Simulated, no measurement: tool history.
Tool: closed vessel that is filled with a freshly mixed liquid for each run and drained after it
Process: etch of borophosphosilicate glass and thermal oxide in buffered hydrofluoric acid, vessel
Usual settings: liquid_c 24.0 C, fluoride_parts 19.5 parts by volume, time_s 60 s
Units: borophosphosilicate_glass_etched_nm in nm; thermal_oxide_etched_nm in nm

| run | hour | liquid_c | fluoride_parts | time_s | wafers since the last listed run | hours since the thermometer was replaced | hours since the hydrofluoric acid flow meter was replaced | hours since the gauge calibration | read-back film thickness of the borophosphosilicate glass reference wafer, read on the same gauge (nm) | read-back film thickness of the thermal oxide reference wafer, read on the same gauge (nm) | borophosphosilicate_glass_etched_nm | thermal_oxide_etched_nm |
|---|---|---|---|---|---|---|---|---|---|---|---|---|
| 1 | 0.0 | 24.0 | 19.5 | 70 | 0 | 568.2 | 762.6 | 69.1 | 139.98 | 50.01 | 42.86 | 40.62 |
| 2 | 15.8 | 24.0 | 19.5 | 70 | 1061 | 584.0 | 778.4 | 84.9 | 139.97 | 50.00 | 42.97 | 39.97 |
| 3 | 35.2 | 24.0 | 19.5 | 60 | 1303 | 603.4 | 797.8 | 104.3 | 140.03 | 49.97 | 35.97 | 34.31 |
| 4 | 58.0 | 24.0 | 19.5 | 60 | 1532 | 626.2 | 820.6 | 127.1 | 139.99 | 50.01 | 36.50 | 34.51 |
| 5 | 77.6 | 24.0 | 19.5 | 60 | 1317 | 645.8 | 840.2 | 146.7 | 139.99 | 49.98 | 36.11 | 34.36 |
| 6 | 104.6 | 24.0 | 19.5 | 60 | 1814 | 672.8 | 867.2 | 173.7 | 139.99 | 49.99 | 36.19 | 34.16 |
| 7 | 119.3 | 24.0 | 19.5 | 60 | 988 | 687.5 | 881.9 | 188.4 | 139.99 | 50.00 | 36.39 | 34.42 |
| 8 | 153.3 | 24.0 | 19.5 | 60 | 2285 | 721.5 | 915.9 | 222.4 | 139.97 | 50.01 | 36.63 | 34.17 |
| 9 | 227.2 | 24.0 | 19.5 | 60 | 4967 | 795.4 | 989.8 | 296.3 | 140.04 | 49.99 | 35.87 | 33.97 |
|  | 248.1 | hydrofluoric acid flow meter replaced |
| 10 | 249.3 | 24.0 | 23.0 | 50 | 1418 | 817.5 | 1.2 | 318.4 | 140.01 | 49.99 | 26.54 | 24.83 |
| 11 | 274.5 | 24.0 | 23.0 | 50 | 1693 | 842.7 | 26.4 | 343.6 | 140.01 | 50.00 | 26.23 | 24.96 |
| 12 | 287.5 | 24.0 | 22.5 | 60 | 873 | 855.7 | 39.4 | 356.6 | 140.02 | 50.01 | 32.32 | 30.19 |
| 13 | 311.4 | 24.0 | 15.0 | 40 | 1606 | 879.6 | 63.3 | 380.5 | 140.02 | 49.98 | 30.72 | 28.92 |
| 14 | 344.1 | 22.5 | 19.5 | 35 | 2197 | 912.3 | 96.0 | 413.2 | 140.00 | 50.01 | 18.86 | 18.04 |
| 15 | 359.3 | 26.5 | 14.0 | 80 | 1021 | 927.5 | 111.2 | 428.4 | 140.01 | 50.02 | 74.64 | 70.79 |
| 16 | 378.5 | 26.5 | 14.0 | 80 | 1290 | 946.7 | 130.4 | 447.6 | 139.99 | 49.97 | 74.93 | 71.07 |
| 17 | 391.6 | 24.0 | 19.5 | 60 | 880 | 959.8 | 143.5 | 460.7 | 139.99 | 50.03 | 35.43 | 33.47 |
|  | 398.7 | thermometer replaced |
|  | 438.9 | gauge calibrated |
| 18 | 439.3 | 24.0 | 16.0 | 90 | 3138 | 40.6 | 191.2 | 0.4 | 140.01 | 49.98 | 69.12 | 64.90 |
| 19 | 471.9 | 27.5 | 19.5 | 75 | 2191 | 73.2 | 223.8 | 33.0 | 140.01 | 50.02 | 56.98 | 53.91 |
| 20 | 526.8 | 19.5 | 12.5 | 45 | 3690 | 128.1 | 278.7 | 87.9 | 140.01 | 50.01 | 34.53 | 32.26 |
| 21 | 543.1 | 24.0 | 25.0 | 60 | 1095 | 144.4 | 295.0 | 104.2 | 139.98 | 50.01 | 31.25 | 29.76 |
| 22 | 567.5 | 26.5 | 15.5 | 75 | 1640 | 168.8 | 319.4 | 128.6 | 140.00 | 50.00 | 67.43 | 64.17 |
| 23 | 600.2 | 26.5 | 23.0 | 95 | 2197 | 201.5 | 352.1 | 161.3 | 139.98 | 50.01 | 59.92 | 57.26 |
| 24 | 612.8 | 24.0 | 19.5 | 60 | 846 | 214.1 | 364.7 | 173.9 | 140.00 | 50.01 | 37.70 | 35.34 |

4 ways to go on from here, each from the tool as it stands after run 24. What would each give?
| A | 613.5 | 24.0 | 19.5 | 60 | 47 | 214.8 | 365.4 | 174.6 | ? | ? | ? | ? |
| B | 613.5 | 22.5 | 15.5 | 80 | 47 | 214.8 | 365.4 | 174.6 | ? | ? | ? | ? |
| C | 613.5 | 26.5 | 14.5 | 80 | 47 | 214.8 | 365.4 | 174.6 | ? | ? | ? | ? |
| D | 613.5 | 24.0 | 19.5 | 30 | 47 | 214.8 | 365.4 | 174.6 | ? | ? | ? | ? |

| run | read-back film thickness of the borophosphosilicate glass reference wafer, read on the same gauge (nm) | read-back film thickness of the thermal oxide reference wafer, read on the same gauge (nm) | borophosphosilicate_glass_etched_nm | thermal_oxide_etched_nm |
|---|---|---|---|---|
| A | 139.98 | 49.98 | 37.35 | 35.28 |
| B | 139.98 | 49.98 | 57.58 | 54.29 |
| C | 139.98 | 49.98 | 76.36 | 72.14 |
| D | 139.98 | 49.98 | 18.67 | 17.64 |
Without the tool's hidden state the same runs would have given:
| run | borophosphosilicate_glass_etched_nm | thermal_oxide_etched_nm |
|---|---|---|
| A | 38.61 | 36.48 |
| B | 59.53 | 56.16 |
| C | 78.88 | 74.55 |
| D | 19.30 | 18.24 |
